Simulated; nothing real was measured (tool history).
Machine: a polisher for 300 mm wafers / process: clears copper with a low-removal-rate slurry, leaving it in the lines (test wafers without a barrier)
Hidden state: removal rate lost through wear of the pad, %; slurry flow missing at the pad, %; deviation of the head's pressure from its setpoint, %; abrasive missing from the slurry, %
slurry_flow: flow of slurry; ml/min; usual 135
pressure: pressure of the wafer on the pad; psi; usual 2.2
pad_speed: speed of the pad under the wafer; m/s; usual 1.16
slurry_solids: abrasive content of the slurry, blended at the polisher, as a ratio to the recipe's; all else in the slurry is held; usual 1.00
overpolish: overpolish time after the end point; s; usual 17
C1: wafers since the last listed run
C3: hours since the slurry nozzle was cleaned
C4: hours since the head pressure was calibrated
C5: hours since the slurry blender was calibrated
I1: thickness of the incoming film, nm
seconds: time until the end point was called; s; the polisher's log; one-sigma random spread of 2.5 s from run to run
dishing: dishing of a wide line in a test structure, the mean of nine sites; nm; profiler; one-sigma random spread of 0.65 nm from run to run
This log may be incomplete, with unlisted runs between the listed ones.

{"run": 1, "hour": 0.0, "slurry_flow": 135, "pressure": 2.2, "pad_speed": 1.28, "slurry_solids": 1.0, "overpolish": 17, "C1": 0, "wafers polished on this pad": 116, "C3": 191.8, "C4": 629.3, "C5": 413.2, "I1": 244.8, "seconds": 115.7, "dishing": 27.7}
{"run": 2, "hour": 31.9, "slurry_flow": 150, "pressure": 2.7, "pad_speed": 1.16, "slurry_solids": 1.0, "overpolish": 17, "C1": 181, "wafers polished on this pad": 297, "C3": 223.7, "C4": 661.2, "C5": 445.1, "I1": 250.2, "seconds": 108.9, "dishing": 31.4}
{"hour": 77.4, "done": "slurry blender recalibrated"}
{"run": 3, "hour": 198.5, "slurry_flow": 150, "pressure": 2.7, "pad_speed": 1.16, "slurry_solids": 1.0, "overpolish": 17, "C1": 934, "wafers polished on this pad": 1232, "C3": 390.3, "C4": 827.8, "C5": 121.1, "I1": 246.5, "seconds": 113.5, "dishing": 29.2}
{"run": 4, "hour": 238.4, "slurry_flow": 150, "pressure": 2.7, "pad_speed": 1.16, "slurry_solids": 1.0, "overpolish": 17, "C1": 226, "wafers polished on this pad": 1458, "C3": 430.2, "C4": 867.7, "C5": 161.0, "I1": 249.4, "seconds": 114.2, "dishing": 30.1}
{"hour": 358.3, "done": "head pressure recalibrated"}
{"run": 5, "hour": 387.8, "slurry_flow": 135, "pressure": 2.2, "pad_speed": 1.16, "slurry_solids": 1.0, "overpolish": 17, "C1": 836, "wafers polished on this pad": 2295, "C3": 579.6, "C4": 29.5, "C5": 310.4, "I1": 250.0, "seconds": 149.0, "dishing": 23.6}
{"run": 6, "hour": 443.9, "slurry_flow": 135, "pressure": 2.2, "pad_speed": 1.16, "slurry_solids": 1.0, "overpolish": 17, "C1": 318, "wafers polished on this pad": 2613, "C3": 635.7, "C4": 85.6, "C5": 366.5, "I1": 251.2, "seconds": 145.8, "dishing": 24.5}
{"hour": 495.3, "done": "slurry nozzle cleaned"}
{"run": 7, "hour": 499.0, "slurry_flow": 135, "pressure": 2.2, "pad_speed": 1.16, "slurry_solids": 1.0, "overpolish": 17, "C1": 307, "wafers polished on this pad": 2920, "C3": 3.7, "C4": 140.7, "C5": 421.6, "I1": 246.9, "seconds": 143.8, "dishing": 23.1}
{"hour": 539.6, "done": "slurry blender recalibrated"}
{"run": 8, "hour": 557.3, "slurry_flow": 135, "pressure": 2.8, "pad_speed": 1.26, "slurry_solids": 1.0, "overpolish": 17, "C1": 319, "wafers polished on this pad": 3240, "C3": 62.0, "C4": 199.0, "C5": 17.7, "I1": 245.2, "seconds": 106.8, "dishing": 30.1}
{"hour": 575.0, "done": "worn pad replaced by a new one"}
{"run": 9, "hour": 587.1, "slurry_flow": 170, "pressure": 1.6, "pad_speed": 1.16, "slurry_solids": 1.0, "overpolish": 23, "C1": 146, "wafers polished on this pad": 68, "C3": 91.8, "C4": 228.8, "C5": 47.5, "I1": 249.4, "seconds": 168.3, "dishing": 26.4}
{"run": 10, "hour": 627.4, "slurry_flow": 135, "pressure": 2.2, "pad_speed": 1.16, "slurry_solids": 1.0, "overpolish": 17, "C1": 228, "wafers polished on this pad": 297, "C3": 132.1, "C4": 269.1, "C5": 87.8, "I1": 247.6, "seconds": 135.1, "dishing": 26.1}
{"run": 11, "hour": 683.3, "slurry_flow": 135, "pressure": 2.2, "pad_speed": 1.16, "slurry_solids": 1.0, "overpolish": 9, "C1": 317, "wafers polished on this pad": 614, "C3": 188.0, "C4": 325.0, "C5": 143.7, "I1": 251.6, "seconds": 137.5, "dishing": 14.3}
{"run": 12, "hour": 730.5, "slurry_flow": 135, "pressure": 2.2, "pad_speed": 1.48, "slurry_solids": 1.0, "overpolish": 17, "C1": 267, "wafers polished on this pad": 882, "C3": 235.2, "C4": 372.2, "C5": 190.9, "I1": 251.5, "seconds": 112.4, "dishing": 29.5}
{"run": 13, "hour": 769.9, "slurry_flow": 135, "pressure": 1.9, "pad_speed": 1.16, "slurry_solids": 1.0, "overpolish": 17, "C1": 223, "wafers polished on this pad": 1106, "C3": 274.6, "C4": 411.6, "C5": 230.3, "I1": 248.5, "seconds": 162.7, "dishing": 21.6}
{"hour": 982.9, "done": "slurry blender recalibrated"}
{"run": 14, "hour": 983.4, "slurry_flow": 105, "pressure": 2.2, "pad_speed": 1.16, "slurry_solids": 1.0, "overpolish": 17, "C1": 1200, "wafers polished on this pad": 2306, "C3": 488.1, "C4": 625.1, "C5": 0.5, "I1": 252.1, "seconds": 159.0, "dishing": 21.5}
{"run": 15, "hour": 1017.0, "slurry_flow": 110, "pressure": 2.2, "pad_speed": 0.82, "slurry_solids": 1.25, "overpolish": 17, "C1": 190, "wafers polished on this pad": 2497, "C3": 521.7, "C4": 658.7, "C5": 34.1, "I1": 251.4, "seconds": 210.7, "dishing": 16.3}
{"run": 16, "hour": 1074.6, "slurry_flow": 135, "pressure": 2.2, "pad_speed": 1.16, "slurry_solids": 0.8, "overpolish": 17, "C1": 326, "wafers polished on this pad": 2824, "C3": 579.3, "C4": 716.3, "C5": 91.7, "I1": 249.7, "seconds": 156.4, "dishing": 22.1}
{"hour": 1144.7, "done": "slurry nozzle cleaned"}
{"hour": 1146.2, "done": "worn pad replaced by a new one"}
{"run": 17, "hour": 1146.7, "slurry_flow": 135, "pressure": 2.2, "pad_speed": 0.8, "slurry_solids": 1.0, "overpolish": 24, "C1": 394, "wafers polished on this pad": 2, "C3": 2.0, "C4": 788.4, "C5": 163.8, "I1": 248.6, "seconds": 183.6, "dishing": 25.8}
{"run": 18, "hour": 1191.8, "slurry_flow": 95, "pressure": 2.2, "pad_speed": 1.16, "slurry_solids": 1.0, "overpolish": 17, "C1": 256, "wafers polished on this pad": 258, "C3": 47.1, "C4": 833.5, "C5": 208.9, "I1": 251.8, "seconds": 145.7, "dishing": 24.3}
{"run": 19, "hour": 1262.4, "slurry_flow": 105, "pressure": 1.5, "pad_speed": 0.92, "slurry_solids": 1.0, "overpolish": 26, "C1": 400, "wafers polished on this pad": 659, "C3": 117.7, "C4": 904.1, "C5": 279.5, "I1": 248.4, "seconds": 248.5, "dishing": 20.6}
{"hour": 1318.3, "done": "head pressure recalibrated"}
{"run": 20, "hour": 1322.9, "slurry_flow": 135, "pressure": 2.2, "pad_speed": 0.9, "slurry_solids": 0.9, "overpolish": 17, "C1": 332, "wafers polished on this pad": 991, "C3": 178.2, "C4": 4.6, "C5": 340.0, "I1": 247.7, "seconds": 181.0, "dishing": 19.5}
{"run": 21, "hour": 1381.7, "slurry_flow": 155, "pressure": 2.2, "pad_speed": 1.16, "slurry_solids": 1.0, "overpolish": 17, "C1": 333, "wafers polished on this pad": 1325, "C3": 237.0, "C4": 63.4, "C5": 398.8, "I1": 250.9, "seconds": 139.6, "dishing": 25.5}
{"run": 22, "hour": 1429.2, "slurry_flow": 135, "pressure": 2.2, "pad_speed": 1.16, "slurry_solids": 1.0, "overpolish": 12, "C1": 269, "wafers polished on this pad": 1595, "C3": 284.5, "C4": 110.9, "C5": 446.3, "I1": 246.3, "seconds": 136.9, "dishing": 18.0}
{"run": 23, "hour": 1458.3, "slurry_flow": 135, "pressure": 2.2, "pad_speed": 1.16, "slurry_solids": 1.0, "overpolish": 17, "C1": 165, "wafers polished on this pad": 1760, "C3": 313.6, "C4": 140.0, "C5": 475.4, "I1": 250.7, "seconds": 142.4, "dishing": 24.1}
{"hour": 1474.3, "done": "slurry blender recalibrated"}
{"hour": 1596.6, "done": "worn pad replaced by a new one"}
{"run": 24, "hour": 1655.9, "slurry_flow": 110, "pressure": 2.2, "pad_speed": 0.82, "slurry_solids": 1.25, "overpolish": 17, "C1": 1087, "wafers polished on this pad": 336, "C3": 511.2, "C4": 337.6, "C5": 181.6, "I1": 250.7, "seconds": 188.6, "dishing": 19.2}

Forecast run 25:
{"run": 25, "hour": 1691.9, "slurry_flow": 135, "pressure": 1.9, "pad_speed": 0.76, "slurry_solids": 1.0, "overpolish": 17, "C1": 204, "wafers polished on this pad": 541, "C3": 547.2, "C4": 373.6, "C5": 217.6, "I1": 250.2, "seconds": "?", "dishing": "?"}

seconds: 235.3 s
dishing: 15.3 nm
Had the tool carried no hidden state, the very same run would have given seconds 221.7 s, dishing 16.1 nm.

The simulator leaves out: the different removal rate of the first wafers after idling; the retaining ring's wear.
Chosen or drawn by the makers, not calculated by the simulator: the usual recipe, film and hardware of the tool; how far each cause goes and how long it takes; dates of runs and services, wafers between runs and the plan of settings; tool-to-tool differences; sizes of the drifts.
